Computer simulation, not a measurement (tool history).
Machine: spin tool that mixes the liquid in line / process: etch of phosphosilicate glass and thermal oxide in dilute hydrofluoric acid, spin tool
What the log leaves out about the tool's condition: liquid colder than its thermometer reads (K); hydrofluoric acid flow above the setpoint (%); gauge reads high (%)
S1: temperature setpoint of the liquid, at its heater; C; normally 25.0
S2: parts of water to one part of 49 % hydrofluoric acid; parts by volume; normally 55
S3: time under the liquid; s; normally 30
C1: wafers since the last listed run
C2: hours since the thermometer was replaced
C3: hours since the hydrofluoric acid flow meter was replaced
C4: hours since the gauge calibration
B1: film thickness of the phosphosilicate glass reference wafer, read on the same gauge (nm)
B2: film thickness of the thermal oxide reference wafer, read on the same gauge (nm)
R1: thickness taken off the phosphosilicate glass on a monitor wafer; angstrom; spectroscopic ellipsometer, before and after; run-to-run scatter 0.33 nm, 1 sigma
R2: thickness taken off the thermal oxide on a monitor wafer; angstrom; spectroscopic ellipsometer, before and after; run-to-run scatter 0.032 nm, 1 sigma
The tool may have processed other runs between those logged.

run,day,S1,S2,S3,C1,C2,C3,C4,B1,B2,R1,R2
1,0.000,26.0,55,25,0,13.0,842.2,885.8,99.98,120.020,315.1,22.11
2,4.438,26.0,55,25,1711,119.5,948.7,992.3,99.96,119.989,315.4,21.85
3,7.675,25.0,55,30,1248,197.2,1026.4,1070.0,99.97,120.001,367.3,24.89
4,9.288,25.0,55,30,621,235.9,1065.1,1108.7,100.01,119.997,358.2,25.25
5,20.508,25.0,55,30,4327,505.2,1334.4,1378.0,99.98,119.990,362.4,24.64
6,24.854,25.0,55,30,1675,609.5,1438.7,1482.3,100.02,119.992,359.3,24.38
# day 25.942: hydrofluoric acid flow meter replaced
7,28.288,25.0,55,20,1308,691.9,56.3,1564.7,100.01,120.013,227.3,15.93
# day 29.588: gauge calibrated
8,30.812,25.0,55,20,973,752.5,116.9,29.4,99.99,120.005,223.6,15.40
9,33.817,25.0,55,40,1158,824.6,189.0,101.5,99.98,119.997,439.3,31.64
10,37.538,25.0,55,30,1434,913.9,278.3,190.8,100.03,119.994,335.2,23.22
11,40.421,25.0,55,30,1111,983.1,347.5,260.0,100.01,119.991,333.1,23.37
12,42.062,25.0,55,45,633,1022.5,386.9,299.4,99.99,120.006,491.8,34.43
# day 45.258: thermometer replaced
13,46.121,25.0,55,30,1549,20.7,484.3,396.8,99.98,120.015,366.7,24.79
14,48.504,29.5,35,15,919,77.9,541.5,454.0,100.02,120.000,350.1,24.28
15,50.283,22.5,80,45,686,120.6,584.2,496.7,100.01,120.005,323.3,22.79
16,52.554,28.5,80,40,875,175.1,638.7,551.2,99.96,120.016,373.9,25.79
17,55.371,21.0,55,45,1086,242.7,706.3,618.8,100.01,119.977,455.7,31.62
18,57.142,28.5,80,40,682,285.2,748.8,661.3,99.97,120.013,364.6,25.34
19,60.483,27.0,55,40,1288,365.4,829.0,741.5,100.02,119.975,512.6,35.25
20,65.350,21.5,85,50,1876,482.2,945.8,858.3,100.02,120.020,321.7,21.51

Forecast each of these 5 alternatives for the next run:
A,65.367,25.0,55,30,6,482.6,946.2,858.7,?,?,?,?
B,65.367,23.5,80,45,6,482.6,946.2,858.7,?,?,?,?
C,65.367,25.0,45,30,6,482.6,946.2,858.7,?,?,?,?
D,65.367,25.0,65,30,6,482.6,946.2,858.7,?,?,?,?
E,65.367,25.0,55,35,6,482.6,946.2,858.7,?,?,?,?

run,B1,B2,R1,R2
A,99.99,119.987,352.5,24.51
B,99.99,119.987,331.5,23.05
C,99.99,119.987,436.5,30.35
D,99.99,119.987,294.5,20.48
E,99.99,119.987,411.2,28.60
Stripped of hidden state, with their random variation kept, the same runs would have yielded:
run,R1,R2
A,352.1,24.49
B,330.8,23.00
C,436.3,30.34
D,294.0,20.44
E,410.8,28.57

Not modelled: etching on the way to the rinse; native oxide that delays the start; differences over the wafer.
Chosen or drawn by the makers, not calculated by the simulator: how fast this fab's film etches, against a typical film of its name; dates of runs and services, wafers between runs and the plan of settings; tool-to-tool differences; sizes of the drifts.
